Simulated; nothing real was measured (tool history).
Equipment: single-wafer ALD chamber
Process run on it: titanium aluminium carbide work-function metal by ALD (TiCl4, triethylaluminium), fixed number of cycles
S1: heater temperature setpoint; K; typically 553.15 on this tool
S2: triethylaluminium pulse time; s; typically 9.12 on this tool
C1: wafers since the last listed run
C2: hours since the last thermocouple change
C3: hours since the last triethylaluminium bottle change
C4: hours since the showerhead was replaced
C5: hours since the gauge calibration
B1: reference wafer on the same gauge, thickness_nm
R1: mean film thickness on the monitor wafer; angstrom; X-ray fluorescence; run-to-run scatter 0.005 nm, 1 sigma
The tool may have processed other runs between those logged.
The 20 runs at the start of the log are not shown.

run	hour	S1	S2	C1	C2	C3	C4	C5	B1	R1
21	1805.6	540.15	10.87	723	113.4	113.8	366.6	192.5	1.610	18.56
22	1874.2	553.15	9.12	795	182.0	182.4	435.2	261.1	1.610	19.03
23	1911.6	543.15	9.12	433	219.4	219.8	472.6	298.5	1.609	18.23
24	1979.3	567.15	11.05	784	287.1	287.5	540.3	366.2	1.610	20.68
25	2080.6	553.15	9.12	1174	388.4	388.8	641.6	467.5	1.611	18.95
26	2230.9	559.15	7.17	1742	538.7	539.1	791.9	617.8	1.610	18.42
27	2335.1	558.15	9.12	1207	642.9	643.3	896.1	722.0	1.610	19.23
# hour 2385.3: triethylaluminium bottle replaced
28	2397.3	553.15	9.12	628	705.1	12.0	958.3	784.2	1.610	19.39

Predict the results of run 29:
29	2485.5	557.15	12.43	1022	793.3	100.2	1046.5	872.4	?	?

B1: 1.611
R1: 20.25 angstrom
Minus the tool's unlogged condition, the same run would have read R1 20.24 angstrom.
